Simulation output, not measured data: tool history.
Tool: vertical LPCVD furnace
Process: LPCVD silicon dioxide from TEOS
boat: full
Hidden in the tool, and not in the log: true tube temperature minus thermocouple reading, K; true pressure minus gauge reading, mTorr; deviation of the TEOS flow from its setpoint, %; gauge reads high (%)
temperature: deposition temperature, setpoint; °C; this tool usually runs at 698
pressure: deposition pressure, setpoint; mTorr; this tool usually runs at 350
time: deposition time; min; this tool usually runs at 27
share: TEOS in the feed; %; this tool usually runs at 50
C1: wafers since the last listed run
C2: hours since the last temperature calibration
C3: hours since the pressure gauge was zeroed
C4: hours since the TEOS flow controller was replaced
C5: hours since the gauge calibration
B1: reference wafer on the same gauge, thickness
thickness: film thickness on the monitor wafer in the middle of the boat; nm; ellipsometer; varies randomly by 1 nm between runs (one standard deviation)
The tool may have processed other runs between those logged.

run 1 day=0 | temperature=698 pressure=350 time=27 share=50 | C1=0 C2=1760.9 C3=1637.8 C4=2315.1 C5=57.7 | B1=148.59 | thickness=179.18
run 2 day=2.546 | temperature=698 pressure=350 time=27 share=50 | C1=1046 C2=1822 C3=1698.9 C4=2376.2 C5=118.8 | B1=149.03 | thickness=181.98
run 3 day=3.483 | temperature=698 pressure=405 time=27 share=50 | C1=385 C2=1844.5 C3=1721.4 C4=2398.7 C5=141.3 | B1=148.92 | thickness=192.96
run 4 day=4.938 | temperature=698 pressure=405 time=27 share=50 | C1=597 C2=1879.4 C3=1756.3 C4=2433.6 C5=176.2 | B1=149.22 | thickness=194.16
run 5 day=6.342 | temperature=698 pressure=405 time=27 share=50 | C1=577 C2=1913.1 C3=1790 C4=2467.3 C5=209.9 | B1=149.04 | thickness=196.43
run 6 day=7.358 | temperature=698 pressure=350 time=27 share=50 | C1=417 C2=1937.5 C3=1814.4 C4=2491.7 C5=234.3 | B1=149.07 | thickness=181.64
run 7 day=10.783 | temperature=698 pressure=350 time=27 share=50 | C1=1407 C2=2019.7 C3=1896.6 C4=2573.9 C5=316.5 | B1=149.22 | thickness=181.99
run 8 day=11.554 | temperature=698 pressure=350 time=27 share=50 | C1=316 C2=2038.2 C3=1915.1 C4=2592.4 C5=335 | B1=149.02 | thickness=184.16
run 9 day=12.358 | temperature=698 pressure=350 time=22 share=58 | C1=330 C2=2057.5 C3=1934.4 C4=2611.7 C5=354.3 | B1=149.18 | thickness=160.01
run 10 day=13.742 | temperature=698 pressure=350 time=27 share=50 | C1=568 C2=2090.7 C3=1967.6 C4=2644.9 C5=387.5 | B1=149.19 | thickness=181.42
run 11 day=15.054 | temperature=698 pressure=350 time=24 share=50 | C1=539 C2=2122.2 C3=1999.1 C4=2676.4 C5=419 | B1=148.86 | thickness=161.79
run 12 day=15.808 | temperature=698 pressure=350 time=24 share=50 | C1=310 C2=2140.3 C3=2017.2 C4=2694.5 C5=437.1 | B1=149.35 | thickness=162.21
run 13 day=17.233 | temperature=698 pressure=350 time=24 share=50 | C1=585 C2=2174.5 C3=2051.4 C4=2728.7 C5=471.3 | B1=148.87 | thickness=162.9
run 14 day=17.975 | temperature=698 pressure=350 time=27 share=50 | C1=304 C2=2192.3 C3=2069.2 C4=2746.5 C5=489.1 | B1=149.2 | thickness=183.03
run 15 day=18.521 | temperature=702 pressure=305 time=37.5 share=50 | C1=224 C2=2205.4 C3=2082.3 C4=2759.6 C5=502.2 | B1=149.09 | thickness=260.24
run 16 day=19.904 | temperature=698 pressure=265 time=27 share=54 | C1=568 C2=2238.6 C3=2115.5 C4=2792.8 C5=535.4 | B1=148.99 | thickness=164.25
run 17 day=20.925 | temperature=698 pressure=350 time=37.5 share=42 | C1=419 C2=2263.1 C3=2140 C4=2817.3 C5=559.9 | B1=149.21 | thickness=234.04
run 18 day=21.904 | temperature=698 pressure=350 time=27 share=50 | C1=402 C2=2286.6 C3=2163.5 C4=2840.8 C5=583.4 | B1=148.93 | thickness=184.73
run 19 day=22.725 | temperature=692 pressure=305 time=18 share=50 | C1=337 C2=2306.3 C3=2183.2 C4=2860.5 C5=603.1 | B1=148.49 | thickness=99.89
run 20 day=23.329 | temperature=694 pressure=425 time=24 share=43 | C1=248 C2=2320.8 C3=2197.7 C4=2875 C5=617.6 | B1=149.1 | thickness=151.08
-- day=25.154 pressure gauge zeroed
run 21 day=25.175 | temperature=698 pressure=265 time=27 share=50 | C1=347 C2=2365.1 C3=0.5 C4=2919.3 C5=661.9 | B1=149.13 | thickness=160.39
-- day=27.217 thermocouples replaced and temperature profile calibrated
run 22 day=27.546 | temperature=698 pressure=350 time=30.5 share=47 | C1=563 C2=7.9 C3=57.4 C4=2976.2 C5=718.8 | B1=149 | thickness=186.67
-- day=28.004 gauge calibrated
-- day=29.462 TEOS flow controller replaced
run 23 day=29.483 | temperature=702 pressure=310 time=35.5 share=42 | C1=385 C2=54.4 C3=103.9 C4=0.5 C5=35.5 | B1=148.9 | thickness=214.78
run 24 day=29.729 | temperature=706 pressure=265 time=27 share=47 | C1=101 C2=60.3 C3=109.8 C4=6.4 C5=41.4 | B1=148.99 | thickness=173.21
run 25 day=31.029 | temperature=698 pressure=350 time=27 share=58 | C1=534 C2=91.5 C3=141 C4=37.6 C5=72.6 | B1=149.14 | thickness=184.61
run 26 day=32.092 | temperature=687 pressure=350 time=18.5 share=57 | C1=436 C2=117 C3=166.5 C4=63.1 C5=98.1 | B1=149.25 | thickness=96.62
run 27 day=33.062 | temperature=691 pressure=400 time=32.5 share=42 | C1=399 C2=140.3 C3=189.8 C4=86.4 C5=121.4 | B1=148.72 | thickness=170.44
run 28 day=34.233 | temperature=698 pressure=350 time=27 share=50 | C1=481 C2=168.4 C3=217.9 C4=114.5 C5=149.5 | B1=149.1 | thickness=171.69
run 29 day=35.725 | temperature=690 pressure=420 time=27 share=56 | C1=613 C2=204.2 C3=253.7 C4=150.3 C5=185.3 | B1=148.88 | thickness=164.43
run 30 day=36.8 | temperature=689 pressure=265 time=34.5 share=45 | C1=441 C2=230 C3=279.5 C4=176.1 C5=211.1 | B1=149.1 | thickness=146.21
run 31 day=37.542 | temperature=698 pressure=350 time=27 share=50 | C1=304 C2=247.8 C3=297.3 C4=193.9 C5=228.9 | B1=148.95 | thickness=171.55

Each run again, without the hidden state but with its own random variation kept:
run=1 thickness=170.52
run=2 thickness=172.64
run=3 thickness=182.83
run=4 thickness=183.61
run=5 thickness=185.41
run=6 thickness=171.21
run=7 thickness=170.72
run=8 thickness=172.57
run=9 thickness=149.76
run=10 thickness=169.45
run=11 thickness=150.83
run=12 thickness=151.05
run=13 thickness=151.36
run=14 thickness=169.87
run=15 thickness=241.47
run=16 thickness=151.98
run=17 thickness=216.21
run=18 thickness=170.39
run=19 thickness=91.91
run=20 thickness=138.93
run=21 thickness=147.14
run=22 thickness=186.54
run=23 thickness=214.62
run=24 thickness=173.08
run=25 thickness=184.46
run=26 thickness=96.53
run=27 thickness=170.27
run=28 thickness=171.5
run=29 thickness=164.21
run=30 thickness=145.99
run=31 thickness=171.27
